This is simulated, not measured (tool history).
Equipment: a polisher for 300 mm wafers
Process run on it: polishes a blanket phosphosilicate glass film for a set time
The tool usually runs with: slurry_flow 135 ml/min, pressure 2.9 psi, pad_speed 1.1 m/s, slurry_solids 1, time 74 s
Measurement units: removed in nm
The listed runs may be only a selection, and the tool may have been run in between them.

| run | hour | slurry_flow | pressure | pad_speed | slurry_solids | time | wafers since the last listed run | wafers polished on this pad | hours since the slurry nozzle was cleaned | hours since the head pressure was calibrated | hours since the slurry blender was calibrated | hours since the conditioning disc was replaced | incoming thickness of the incoming film, nm | removed |
|---|---|---|---|---|---|---|---|---|---|---|---|---|---|---|
| 1 | 0 | 135 | 2.9 | 1.1 | 1 | 74 | 0 | 81 | 383.1 | 773.4 | 66.9 | 41.2 | 3315.8 | 537.9 |
| 2 | 13.2 | 135 | 2.9 | 1.1 | 1 | 60 | 170 | 252 | 396.3 | 786.6 | 80.1 | 54.4 | 3315.7 | 436.9 |
| 3 | 25.9 | 135 | 2.9 | 1.1 | 1 | 74 | 164 | 416 | 409 | 799.3 | 92.8 | 67.1 | 3298.4 | 545.2 |
| 4 | 38.5 | 135 | 2.9 | 1.1 | 1 | 74 | 162 | 579 | 421.6 | 811.9 | 105.4 | 79.7 | 3330.2 | 536 |
| 5 | 51.6 | 135 | 2.9 | 1.1 | 1 | 74 | 169 | 748 | 434.7 | 825 | 118.5 | 92.8 | 3327.2 | 538.7 |
|  | 79.9 | worn pad replaced by a new one |
| 6 | 87.1 | 135 | 2.9 | 1.1 | 1 | 74 | 406 | 93 | 470.2 | 860.5 | 154 | 128.3 | 3323.9 | 532.7 |
| 7 | 102.4 | 135 | 2.9 | 1.1 | 1 | 74 | 197 | 290 | 485.5 | 875.8 | 169.3 | 143.6 | 3267.5 | 527.5 |
| 8 | 118.7 | 135 | 2.9 | 1.1 | 1 | 74 | 210 | 501 | 501.8 | 892.1 | 185.6 | 159.9 | 3288.3 | 534.4 |
| 9 | 140.4 | 135 | 2.9 | 1.1 | 1 | 74 | 280 | 781 | 523.5 | 913.8 | 207.3 | 181.6 | 3326.8 | 539.5 |
| 10 | 172.1 | 135 | 2.9 | 1.1 | 1 | 74 | 409 | 1191 | 555.2 | 945.5 | 239 | 213.3 | 3332.4 | 535.2 |
|  | 191.8 | worn pad replaced by a new one |
| 11 | 197.3 | 170 | 2.9 | 1.1 | 1 | 74 | 273 | 70 | 580.4 | 970.7 | 264.2 | 238.5 | 3274.5 | 546.1 |
|  | 199.7 | slurry blender recalibrated |
|  | 203.7 | slurry nozzle cleaned |
| 12 | 214.9 | 155 | 2.4 | 1.38 | 0.85 | 74 | 188 | 259 | 11.2 | 988.3 | 15.2 | 256.1 | 3275.7 | 444.4 |
| 13 | 228 | 170 | 2.9 | 1.1 | 1 | 74 | 169 | 428 | 24.3 | 1001.4 | 28.3 | 269.2 | 3267.7 | 545.2 |
| 14 | 255.8 | 135 | 2.9 | 1.1 | 1 | 74 | 359 | 787 | 52.1 | 1029.2 | 56.1 | 297 | 3271.1 | 519.7 |
|  | 283.2 | worn pad replaced by a new one |
| 15 | 283.7 | 135 | 2.9 | 0.98 | 1 | 57 | 308 | 5 | 80 | 1057.1 | 84 | 324.9 | 3312.4 | 372.1 |
|  | 324.5 | head pressure recalibrated |
| 16 | 358.9 | 135 | 2.9 | 1.1 | 1 | 74 | 945 | 951 | 155.2 | 34.4 | 159.2 | 400.1 | 3307.8 | 580.4 |
|  | 385.9 | conditioning disc replaced and pad reconditioned |
|  | 396.9 | worn pad replaced by a new one |
| 17 | 397.4 | 135 | 2.5 | 1.26 | 1 | 74 | 419 | 6 | 193.7 | 72.9 | 197.7 | 11.5 | 3267.4 | 570.1 |
| 18 | 422.5 | 135 | 2.3 | 1.1 | 1 | 74 | 324 | 330 | 218.8 | 98 | 222.8 | 36.6 | 3314 | 461.3 |
| 19 | 446 | 105 | 2.9 | 1.26 | 0.9 | 59 | 303 | 634 | 242.3 | 121.5 | 246.3 | 60.1 | 3299.9 | 447.4 |
| 20 | 467.3 | 165 | 2.2 | 1.2 | 0.8 | 74 | 275 | 909 | 263.6 | 142.8 | 267.6 | 81.4 | 3277.8 | 388 |
|  | 486 | worn pad replaced by a new one |
| 21 | 486.5 | 135 | 1.9 | 1.1 | 1 | 74 | 196 | 6 | 282.8 | 162 | 286.8 | 100.6 | 3339.5 | 382.4 |
|  | 503.4 | slurry blender recalibrated |
| 22 | 505.5 | 110 | 2.9 | 1.1 | 1 | 74 | 219 | 226 | 301.8 | 181 | 2.1 | 119.6 | 3264.8 | 565.1 |

Consider 5 possible next runs. They are alternatives, not a sequence: every one starts from the tool as it was left by run 22. What does each give?
| A | 505.9 | 125 | 2.9 | 1.1 | 1 | 74 | 5 | 231 | 302.2 | 181.4 | 2.5 | 120 | 3280.8 | ? |
| B | 505.9 | 135 | 2.9 | 1.34 | 1.15 | 89 | 5 | 231 | 302.2 | 181.4 | 2.5 | 120 | 3280.8 | ? |
| C | 505.9 | 135 | 2.9 | 1.1 | 1 | 61 | 5 | 231 | 302.2 | 181.4 | 2.5 | 120 | 3280.8 | ? |
| D | 505.9 | 155 | 2.9 | 1.1 | 1.2 | 74 | 5 | 231 | 302.2 | 181.4 | 2.5 | 120 | 3280.8 | ? |
| E | 505.9 | 175 | 3.4 | 1.34 | 1.15 | 74 | 5 | 231 | 302.2 | 181.4 | 2.5 | 120 | 3280.8 | ? |

| run | removed |
|---|---|
| A | 566.2 |
| B | 865.5 |
| C | 472.7 |
| D | 662.1 |
| E | 874.8 |
Stripped of hidden state, with their random variation kept, the same runs would have yielded:
| run | removed |
|---|---|
| A | 598.8 |
| B | 917.4 |
| C | 499.9 |
| D | 700.3 |
| E | 929.4 |

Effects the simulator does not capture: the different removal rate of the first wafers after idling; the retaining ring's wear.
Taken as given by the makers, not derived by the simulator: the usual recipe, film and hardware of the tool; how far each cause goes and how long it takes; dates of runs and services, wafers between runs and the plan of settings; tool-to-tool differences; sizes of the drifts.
